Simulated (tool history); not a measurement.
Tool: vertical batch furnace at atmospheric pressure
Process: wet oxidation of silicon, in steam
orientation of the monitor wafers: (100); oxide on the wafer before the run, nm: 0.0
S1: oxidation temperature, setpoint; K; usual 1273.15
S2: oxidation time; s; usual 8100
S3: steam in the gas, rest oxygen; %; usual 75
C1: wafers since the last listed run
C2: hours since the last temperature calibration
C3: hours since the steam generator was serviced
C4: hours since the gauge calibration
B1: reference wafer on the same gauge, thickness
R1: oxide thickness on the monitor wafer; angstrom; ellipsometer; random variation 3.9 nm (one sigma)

run    hour       S1     S2  S3    C1      C2      C3      C4      B1      R1
  1       0  1285.15   8100  75     0  3797.5  1266.6   267.8  595.24  7223.4
  2   316.2  1273.15   8100  66  4985  4113.7  1582.8     584  594.61  6172.6
  3   360.4  1273.15   8100  66   696  4157.9    1627   628.2  594.91  6216.7
  4   448.2  1273.15   8100  66  1384  4245.7  1714.8     716  595.34  6180.8
  5   531.2  1263.15   8100  75  1308  4328.7  1797.8     799  594.73  6413.1
  6   584.8  1278.15   8100  75   845  4382.3  1851.4   852.6  595.04  7033.4
  7   655.7  1278.15   8100  75  1117  4453.2  1922.3   923.5  595.33  6935.2
  8   743.1  1278.15   8100  75  1378  4540.6  2009.7  1010.9  594.83  6982.4
  9   847.1  1273.15   8100  79  1639  4644.6  2113.7  1114.9   595.8  7016.4
 10   937.5  1273.15   8100  83  1425    4735  2204.1  1205.3  595.46  7236.7
 11   980.5  1273.15   9090  75   677    4778  2247.1  1248.3  594.88  7292.2
 12  1078.2  1273.15   9090  75  1540  4875.7  2344.8    1346  594.95    7326
 13  1169.7  1273.15   8100  75  1442  4967.2  2436.3  1437.5  596.01  6786.9
 14  1218.3  1273.15   8100  75   766  5015.8  2484.9  1486.1  595.31  6864.9
     1250.6  -- thermocouples replaced and temperature profile calibrated
 15  1283.9  1273.15   8100  75   655    33.3  2550.5  1551.7   594.7  6898.5
 16  1327.5  1273.15  10500  75   687    76.9  2594.1  1595.3  595.52  8134.7
 17  1428.1  1273.15   5070  75  1586   177.5  2694.7  1695.9  595.24  5085.2
 18  1482.4  1286.15   8100  64   856   231.8    2749  1750.2  594.96  6769.8
 19  1565.7  1250.15   4920  75  1313   315.1  2832.3  1833.5   594.5  4202.4
 20  1621.1  1273.15   8100  75   873   370.5  2887.7  1888.9  595.33  6912.1
     1730.6  -- thermocouples replaced and temperature profile calibrated, repeated, since the last time left the tool worse
     1747.7  -- steam generator serviced
 21  1748.2  1281.15   5220  67  1355    17.6     0.5    2016  595.14  4816.1
 22  1765.8  1273.15   8100  75   277    35.2    18.1  2033.6  595.31  6601.1
 23  1860.4  1286.15  11550  75  1491   129.8   112.7  2128.2  595.31    8921
     1865.6  -- gauge calibrated
 24  1905.5  1273.15  11550  71   711   174.9   157.8    39.9  595.68  8022.3
 25  1996.4  1250.15   4920  75  1433   265.8   248.7   130.8  594.28  3986.2
 26  2054.7  1263.15   8100  68   919   324.1     307   189.1  595.05  5842.5
 27  2158.5  1273.15   8100  75  1636   427.9   410.8   292.9  594.59  6615.9
 28  2198.5  1289.15   6780  83   630   467.9   450.8   332.9  595.43  6908.2
 29  2249.2  1258.15   8100  66   799   518.6   501.5   383.6  594.48  5563.2
 30  2299.1  1253.15   8100  81   786   568.5   551.4   433.5  595.98  6077.5
 31    2386  1257.15  10950  64  1370   655.4   638.3   520.4  594.95  6535.3
 32  2445.1  1273.15   5430  87   931   714.5   697.4   579.5   594.7  5721.2
 33  2550.6  1273.15   7050  87  1663     820   802.9     685  595.38  6699.2
 34  2649.5  1266.15   5550  64  1559   918.9   901.8   783.9  595.16  4411.7
 35  2757.4  1280.15  11520  80  1701  1026.8  1009.7   891.8  594.81  9031.8
 36    2855  1287.15   8100  75  1538  1124.4  1107.3   989.4  595.57  7216.5
 37  3040.4  1283.15   9540  86  2923  1309.8  1292.7  1174.8  594.59  8490.2
 38  3098.3  1273.15  12060  72   912  1367.7  1350.6  1232.7  595.48  8319.5

Forecast each of these 4 alternatives for the next run:
  A  3104  1273.15   5730  75  89  1373.4  1356.3  1238.4   ?   ?
  B  3104  1251.15   8100  75  89  1373.4  1356.3  1238.4   ?   ?
  C  3104  1273.15   4350  67  89  1373.4  1356.3  1238.4   ?   ?
  D  3104  1294.15  10530  75  89  1373.4  1356.3  1238.4   ?   ?

run      B1      R1
  A  595.25  5255.9
  B  595.25  5688.4
  C  595.25    4035
  D  595.25  8723.4
Without the tool's hidden state the same runs would have given:
run      R1
  A  5231.5
  B  5660.5
  C  4014.3
  D  8693.1
